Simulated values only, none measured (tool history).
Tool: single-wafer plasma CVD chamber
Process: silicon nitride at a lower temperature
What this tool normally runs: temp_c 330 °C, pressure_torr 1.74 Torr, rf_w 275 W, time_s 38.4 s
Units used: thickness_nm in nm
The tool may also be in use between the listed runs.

run,hour,temp_c,pressure_torr,rf_w,time_s,"read-back reference wafer on the same gauge, thickness_nm",thickness_nm
1,0.0,330,1.74,275,38.4,46.159,42.548
2,64.4,333,1.74,275,38.4,46.110,42.681
# hour 96.5: RF generator calibrated
3,119.0,319,1.74,260,38.4,46.062,40.637
4,181.2,319,1.74,260,38.4,46.024,40.664
# hour 215.3: thermocouple changed; heater temperature recalibrated
# hour 218.4: showerhead replaced
5,227.2,319,1.74,260,38.4,45.960,40.734
6,293.7,330,1.74,275,38.4,45.887,42.399
7,337.2,330,1.74,275,38.4,45.834,42.553
8,393.9,330,1.74,275,38.4,45.804,42.334
9,458.0,330,1.74,275,38.4,45.720,42.188
10,508.7,339,1.95,275,40.7,45.654,46.945
11,538.5,330,1.74,275,38.4,45.618,42.306
12,571.4,316,1.74,275,38.4,45.595,42.466
13,605.9,330,1.74,275,38.4,45.584,42.120
14,666.5,342,1.92,275,38.4,45.504,43.652
15,703.6,315,1.40,275,36.3,45.465,35.646
16,748.3,330,1.74,275,38.4,45.396,42.074
# hour 785.6: capacitance manometer re-zeroed and calibrated
17,819.6,330,1.74,275,38.4,45.323,41.890
# hour 821.3: gauge calibrated
18,853.0,330,1.44,255,38.4,46.268,36.467
19,887.5,323,2.11,225,38.4,46.186,38.925
20,950.8,320,2.09,240,44.4,46.116,47.533
21,981.5,330,1.74,275,38.4,46.115,42.641
22,1048.6,343,1.96,310,38.4,46.032,49.235
23,1113.4,335,1.93,260,38.4,45.972,42.384
24,1178.1,321,1.92,260,33.6,45.892,37.181
25,1219.4,330,1.35,275,38.4,45.819,37.004
26,1260.9,344,1.54,235,45.6,45.806,41.105
27,1309.2,330,1.37,275,31.3,45.767,30.496

Below, some changes in thickness_nm between adjacent runs. For each, the amount present without the hidden state too (settings, incoming material, random variation) and the amount remaining for the hidden state with gauge scatter not shared by both compared results:
The hidden state here: wafer temperature above the value expected at the setpoint (K); delivered RF power above the setpoint (%); true pressure above the setpoint (%); gauge reads high (%).
Run 15 -> 16: temp_c 315 -> 330, pressure_torr 1.40 -> 1.74, time_s 36.3 -> 38.4. thickness_nm +6.428 nm: hidden state -0.190, all else +6.618.
Run 17 -> 18: pressure_torr 1.74 -> 1.44, rf_w 275 -> 255, gauge calibrated. thickness_nm -5.423 nm: hidden state +0.860, all else -6.283.
Run 19 -> 20: temp_c 323 -> 320, pressure_torr 2.11 -> 2.09, rf_w 225 -> 240, time_s 38.4 -> 44.4. thickness_nm +8.608 nm: hidden state -0.124, all else +8.732.
Run 26 -> 27: temp_c 344 -> 330, pressure_torr 1.54 -> 1.37, rf_w 235 -> 275, time_s 45.6 -> 31.3. thickness_nm -10.609 nm: hidden state +0.126, all else -10.735.
